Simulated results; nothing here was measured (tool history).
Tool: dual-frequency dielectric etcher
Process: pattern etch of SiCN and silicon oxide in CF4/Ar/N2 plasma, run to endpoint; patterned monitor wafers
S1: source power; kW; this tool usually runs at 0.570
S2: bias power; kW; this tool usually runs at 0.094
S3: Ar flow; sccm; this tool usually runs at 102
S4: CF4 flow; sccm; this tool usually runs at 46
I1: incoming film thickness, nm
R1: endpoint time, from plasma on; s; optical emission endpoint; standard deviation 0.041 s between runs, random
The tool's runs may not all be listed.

run     day     S1     S2   S3  S4     I1    R1
  1   0.000  0.570  0.094  102  46  12.65  12.5
      2.358  -- upper electrode replaced, of another model than before
  2   2.379  0.570  0.094  102  46  12.57  12.4
  3   2.796  0.570  0.094  102  46  12.44  12.3
  4   3.488  0.570  0.094  102  46  12.55  12.4
      5.504  -- wet clean of the chamber
  5   5.525  0.570  0.094  102  46  12.64  12.7
  6   5.921  0.570  0.094  102  46  12.64  12.8
  7   7.342  0.610  0.083  127  40  12.65  12.2
  8   8.208  0.570  0.094  102  46  12.55  12.6
      8.771  -- bias power generator calibrated
  9   9.121  0.570  0.094  115  46  12.58  12.8
      9.900  -- CF4 flow controller replaced
 10  10.317  0.570  0.110  102  46  12.59  12.3
 11  11.158  0.460  0.094  102  38  12.60  18.5
 12  12.121  0.570  0.094  102  46  12.56  12.6
 13  12.625  0.690  0.114  102  46  12.76   9.5
 14  13.962  0.570  0.094  102  46  12.50  12.5
 15  14.917  0.570  0.070  125  46  12.74  13.5

Run 16, settings as shown, results not yet in. Your forecast:
 16  15.704  0.450  0.094  86  36  12.64   ?

Run 16 measured R1 19.2 s.
Were there no unlogged condition in the tool, this run, its random variation unchanged, would have produced R1 19.3 s.
